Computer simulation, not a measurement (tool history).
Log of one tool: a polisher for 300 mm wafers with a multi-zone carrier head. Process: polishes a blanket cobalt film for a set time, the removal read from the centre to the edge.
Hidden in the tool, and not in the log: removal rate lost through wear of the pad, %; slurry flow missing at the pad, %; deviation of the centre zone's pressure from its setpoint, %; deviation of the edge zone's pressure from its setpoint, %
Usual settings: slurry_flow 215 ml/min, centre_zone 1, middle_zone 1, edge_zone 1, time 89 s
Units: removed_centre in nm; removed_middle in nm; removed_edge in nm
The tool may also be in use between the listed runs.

run,hour,slurry_flow,centre_zone,middle_zone,edge_zone,time,wafers since the last listed run,wafers polished on this pad,hours since the slurry nozzle was cleaned,hours since the centre zone pressure was calibrated,hours since the edge zone pressure was calibrated,hours since the carrier head's membrane was replaced,"incoming thickness of the incoming film, nm",removed_centre,removed_middle,removed_edge
1,0,215,1,1,1,89,0,124,377,66.5,255.4,393.6,1368.7,398.1,385.7,413.9
2,73.9,215,1,1,1,89,686,811,450.9,140.4,329.3,467.5,1378.4,384.9,384,401
3,169.5,215,1,0.96,1,89,887,1698,546.5,236,424.9,563.1,1363.4,384.2,367.9,395.6
# hour 193.8: worn pad replaced by a new one
4,211.6,215,1,0.96,1,89,353,165,588.6,278.1,467,605.2,1382.7,388,356,401
# hour 233.1: edge zone pressure recalibrated
5,318.9,215,1,1,1,89,977,1143,695.9,385.4,85.8,712.5,1355,362.8,362,391.2
# hour 352.2: carrier head's membrane replaced by a new one
6,364.4,215,1,1,1,89,376,1519,741.4,430.9,131.3,12.2,1359.1,356.9,363.5,393.9
# hour 424.4: worn pad replaced by a new one, of another model than before
7,457.9,215,1,1,1,89,831,311,834.9,524.4,224.8,105.7,1360.5,204.1,226.8,296.8
# hour 464.8: slurry nozzle cleaned
8,514.9,215,1,1,1,89,520,831,50.1,581.4,281.8,162.7,1360.3,401.5,399.3,414.9
9,575.1,215,0.94,1.07,1,89,559,1390,110.3,641.6,342,222.9,1344.9,370.9,419.9,424.8
10,659,165,1.08,0.91,0.95,89,779,2169,194.2,725.5,425.9,306.8,1376,368.6,323.5,375.2
# hour 664.9: worn pad replaced by a new one
11,701.8,145,0.96,0.9,0.9,89,360,342,237,768.3,468.7,349.6,1363.9,287.6,283.3,345.4
# hour 717.6: centre zone pressure recalibrated
12,763.3,215,1,0.96,1,89,552,894,298.5,45.7,530.2,411.1,1368.1,386.2,367.4,408.8
13,806.6,215,1.04,0.96,1,89,402,1296,341.8,89,573.5,454.4,1356.5,400.2,373.9,406.2
# hour 835.5: edge zone pressure recalibrated
# hour 894.1: worn pad replaced by a new one
14,894.6,215,1,0.93,1,69,761,4,429.8,177,59.1,542.4,1362.1,288.8,270.9,311.1
15,999,190,0.94,1,1,89,969,974,534.2,281.4,163.5,646.8,1350.9,306.4,336.6,371.3
# hour 1069.1: carrier head's membrane replaced by a new one
16,1069.6,215,1,1,1,89,609,1583,604.8,352,234.1,0.5,1349.8,343.2,345.7,377.3

Forecast each of these 4 alternatives for the next run:
A,1070.1,215,1,1,1,89,4,1587,605.3,352.5,234.6,1,1389,?,?,?
B,1070.1,275,1.1,1.05,1,61,4,1587,605.3,352.5,234.6,1,1389,?,?,?
C,1070.1,215,0.89,0.92,1,89,4,1587,605.3,352.5,234.6,1,1389,?,?,?
D,1070.1,190,1.06,1.07,0.95,89,4,1587,605.3,352.5,234.6,1,1389,?,?,?

run,removed_centre,removed_middle,removed_edge
A,341.9,342.2,381.5
B,289,269.8,279.8
C,303.9,319.3,381.9
D,332.5,336.2,354.2
Without the tool's hidden state the same runs would have given:
run,removed_centre,removed_middle,removed_edge
A,416.6,407.5,431.6
B,330.2,304.1,305.7
C,370.2,380.2,432.1
D,425.6,417.1,410.4
